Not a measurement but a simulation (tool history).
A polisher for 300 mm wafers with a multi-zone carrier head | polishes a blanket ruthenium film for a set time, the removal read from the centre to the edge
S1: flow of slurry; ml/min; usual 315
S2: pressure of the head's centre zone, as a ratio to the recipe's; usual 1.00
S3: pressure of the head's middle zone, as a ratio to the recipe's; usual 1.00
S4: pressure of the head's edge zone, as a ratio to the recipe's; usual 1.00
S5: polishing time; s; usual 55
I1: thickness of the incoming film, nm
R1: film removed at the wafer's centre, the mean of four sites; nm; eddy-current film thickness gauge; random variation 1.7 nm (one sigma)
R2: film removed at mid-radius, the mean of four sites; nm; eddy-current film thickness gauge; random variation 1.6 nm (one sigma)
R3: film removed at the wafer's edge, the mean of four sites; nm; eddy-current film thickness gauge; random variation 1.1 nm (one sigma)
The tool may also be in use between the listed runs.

run    hour   S1    S2    S3    S4  S5     I1     R1     R2     R3
  1     0.0  315  1.00  1.00  1.00  55  298.7  125.9  123.0  120.6
  2    31.0  315  0.96  1.00  1.06  55  300.1  122.5  122.5  121.1
  3    72.5  315  1.04  1.00  1.00  55  303.5  131.8  125.2  120.8
  4   104.9  315  0.93  1.00  1.00  55  303.6  121.1  126.6  120.1
      155.7  -- centre zone pressure recalibrated
  5   175.1  315  1.00  1.08  1.00  63  300.6  138.2  152.3  138.9
  6   207.6  315  0.96  1.00  1.00  55  299.2  116.6  124.7  120.7
      237.0  -- worn pad replaced by a new one
      244.4  -- slurry nozzle cleaned
  7   279.4  370  0.91  1.10  1.07  55  298.9  114.2  138.4  125.8
  8   331.8  315  1.00  1.09  1.00  45  300.4   98.7  110.2   99.2
  9   388.0  315  1.07  1.00  1.00  39  298.1   92.2   87.1   84.9
      438.4  -- carrier head's membrane replaced by a new one
 10   443.7  315  1.00  1.08  1.00  63  303.0  141.5  150.6  138.2
 11   502.9  345  1.00  0.94  0.97  55  302.0  128.6  118.4  119.9
 12   526.9  315  1.00  1.00  1.00  55  299.4  122.9  123.7  120.1
 13   574.6  405  0.91  1.00  1.00  55  305.4  121.9  126.8  122.4
 14   615.4  315  1.00  1.00  1.00  55  300.1  127.1  122.4  119.6
 15   648.7  315  1.07  1.03  1.00  38  294.7   92.0   87.8   83.0
      700.9  -- slurry nozzle cleaned
 16   713.5  315  1.11  1.00  1.00  63  294.8  160.4  141.9  137.2
      760.9  -- worn pad replaced by a new one
 17   762.0  315  1.00  1.00  0.94  55  294.8  126.8  126.3  114.2
 18   805.3  315  0.89  0.95  1.00  55  299.2  116.1  120.7  120.9
      809.2  -- centre zone pressure recalibrated
 19   876.5  315  1.00  1.00  1.00  55  300.7  116.0  123.5  119.6
      928.1  -- carrier head's membrane replaced by a new one
 20   928.6  315  1.00  1.00  1.00  55  302.8  121.4  125.0  118.6
 21   996.5  315  1.00  1.00  1.00  55  299.4  120.5  125.6  118.8
 22  1043.8  315  1.00  1.00  1.00  55  299.2  119.3  123.0  121.9
     1049.0  -- edge zone pressure recalibrated
 23  1089.3  315  0.91  0.88  0.91  49  302.1  102.3  100.2  101.3

3 ways to go on from here, each from the tool as it stands after run 23. What would each give?
  A  1089.7  255  1.00  1.00  1.00  55  298.0   ?   ?   ?
  B  1089.7  315  1.00  1.00  0.96  69  298.0   ?   ?   ?
  C  1089.7  315  0.91  1.05  1.00  55  298.0   ?   ?   ?

run     R1     R2     R3
  A  119.4  121.1  119.0
  B  153.7  155.5  148.9
  C  114.4  129.2  121.0
Without the tool's hidden state the same runs would have given:
run     R1     R2     R3
  A  112.1  121.2  119.0
  B  144.3  155.5  148.9
  C  107.3  129.2  121.0

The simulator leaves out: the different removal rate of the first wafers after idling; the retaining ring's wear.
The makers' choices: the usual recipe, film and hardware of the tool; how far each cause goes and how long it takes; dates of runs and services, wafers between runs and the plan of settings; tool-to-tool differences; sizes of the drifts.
